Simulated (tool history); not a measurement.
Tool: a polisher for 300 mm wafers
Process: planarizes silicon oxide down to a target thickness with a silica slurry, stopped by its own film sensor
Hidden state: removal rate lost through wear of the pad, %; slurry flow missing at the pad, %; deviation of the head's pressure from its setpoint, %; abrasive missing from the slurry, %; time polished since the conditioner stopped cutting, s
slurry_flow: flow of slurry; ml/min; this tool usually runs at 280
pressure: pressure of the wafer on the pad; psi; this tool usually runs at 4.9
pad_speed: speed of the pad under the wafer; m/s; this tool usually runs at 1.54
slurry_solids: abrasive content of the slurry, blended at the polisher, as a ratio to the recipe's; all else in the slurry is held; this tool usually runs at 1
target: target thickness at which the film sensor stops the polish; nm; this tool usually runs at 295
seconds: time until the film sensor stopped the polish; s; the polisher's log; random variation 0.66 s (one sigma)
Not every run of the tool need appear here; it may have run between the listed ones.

| run | day | slurry_flow | pressure | pad_speed | slurry_solids | target | wafers since the last listed run | wafers polished on this pad | hours since the slurry nozzle was cleaned | hours since the head pressure was calibrated | hours since the slurry blender was calibrated | hours since the conditioning disc was replaced | incoming thickness of the incoming film, nm | seconds |
|---|---|---|---|---|---|---|---|---|---|---|---|---|---|---|
| 1 | 0 | 280 | 4.9 | 1.54 | 1 | 295 | 0 | 1103 | 29.5 | 245.6 | 192.4 | 182.7 | 716.1 | 82.6 |
| 2 | 1.408 | 280 | 4.9 | 1.54 | 1 | 295 | 422 | 1526 | 63.3 | 279.4 | 226.2 | 216.5 | 719 | 83 |
| 3 | 4.1 | 280 | 4.9 | 1.54 | 1 | 295 | 807 | 2334 | 127.9 | 344 | 290.8 | 281.1 | 716.2 | 86.8 |
|  | 4.338 | worn pad replaced by a new one |
| 4 | 5.192 | 280 | 4.9 | 1.54 | 1 | 295 | 277 | 255 | 154.1 | 370.2 | 317 | 307.3 | 728.5 | 84.4 |
|  | 5.279 | head pressure recalibrated |
|  | 6.729 | conditioning disc replaced and pad reconditioned |
| 5 | 7.542 | 280 | 4.9 | 1.54 | 1 | 295 | 655 | 911 | 210.5 | 54.3 | 373.4 | 19.5 | 733.6 | 84.9 |
|  | 8.812 | slurry blender recalibrated |
| 6 | 9.55 | 280 | 4.9 | 1.54 | 1 | 295 | 577 | 1488 | 258.7 | 102.5 | 17.7 | 67.7 | 719.8 | 84.4 |
| 7 | 11.225 | 280 | 4.9 | 1.54 | 1 | 295 | 502 | 1991 | 298.9 | 142.7 | 57.9 | 107.9 | 719.7 | 84.5 |
|  | 12.579 | worn pad replaced by a new one |
| 8 | 13.633 | 280 | 4.9 | 1.54 | 1 | 295 | 672 | 315 | 356.7 | 200.5 | 115.7 | 165.7 | 731.6 | 82.9 |
| 9 | 15.554 | 280 | 4.9 | 1.54 | 1 | 295 | 576 | 892 | 402.8 | 246.6 | 161.8 | 211.8 | 729.2 | 83.3 |
| 10 | 16.717 | 280 | 4.9 | 1.26 | 1 | 295 | 348 | 1241 | 430.7 | 274.5 | 189.7 | 239.7 | 720.8 | 98 |
| 11 | 18.575 | 280 | 4.9 | 1.54 | 1 | 295 | 557 | 1798 | 475.3 | 319.1 | 234.3 | 284.3 | 728.2 | 85.6 |
|  | 19.017 | worn pad replaced by a new one |
|  | 19.196 | slurry nozzle cleaned |
|  | 21.442 | conditioning disc replaced and pad reconditioned |
| 12 | 21.558 | 280 | 3.7 | 1.54 | 1 | 295 | 807 | 725 | 56.7 | 390.7 | 305.9 | 2.8 | 732.1 | 111.5 |
| 13 | 22.862 | 280 | 3.8 | 1.88 | 0.8 | 228 | 391 | 1116 | 88 | 422 | 337.2 | 34.1 | 726.7 | 125.2 |
| 14 | 24.333 | 205 | 4.9 | 1.54 | 0.85 | 295 | 441 | 1557 | 123.3 | 457.3 | 372.5 | 69.4 | 717.5 | 96.5 |
|  | 25.55 | slurry blender recalibrated |
|  | 25.888 | head pressure recalibrated |
| 15 | 26.675 | 280 | 4.9 | 1.4 | 1 | 295 | 652 | 2210 | 179.5 | 18.9 | 27 | 125.6 | 706.8 | 88.6 |
|  | 27.233 | worn pad replaced by a new one |
| 16 | 28.271 | 280 | 4.9 | 1.54 | 1 | 295 | 428 | 311 | 217.8 | 57.2 | 65.3 | 163.9 | 720.4 | 82 |
| 17 | 31.383 | 280 | 4.9 | 1.54 | 1 | 295 | 933 | 1245 | 292.5 | 131.9 | 140 | 238.6 | 710.5 | 81.1 |
|  | 32.358 | conditioning disc replaced and pad reconditioned |
| 18 | 33.725 | 280 | 4.9 | 1.08 | 0.8 | 295 | 677 | 1923 | 348.7 | 188.1 | 196.2 | 32.8 | 729.5 | 134.5 |
|  | 34.158 | worn pad replaced by a new one |
| 19 | 35.096 | 200 | 4.9 | 1.22 | 0.8 | 295 | 361 | 281 | 381.6 | 221 | 229.1 | 65.7 | 726.4 | 121.1 |

Expected results for the next run?
|  | 36.154 | slurry nozzle cleaned |
| 20 | 37.283 | 280 | 4.9 | 1.54 | 1 | 295 | 643 | 925 | 27.1 | 273.5 | 281.6 | 118.2 | 734.4 | ? |

seconds: 84.5 s
The same run, on a tool lacking any hidden state, would have yielded seconds 83.5 s.

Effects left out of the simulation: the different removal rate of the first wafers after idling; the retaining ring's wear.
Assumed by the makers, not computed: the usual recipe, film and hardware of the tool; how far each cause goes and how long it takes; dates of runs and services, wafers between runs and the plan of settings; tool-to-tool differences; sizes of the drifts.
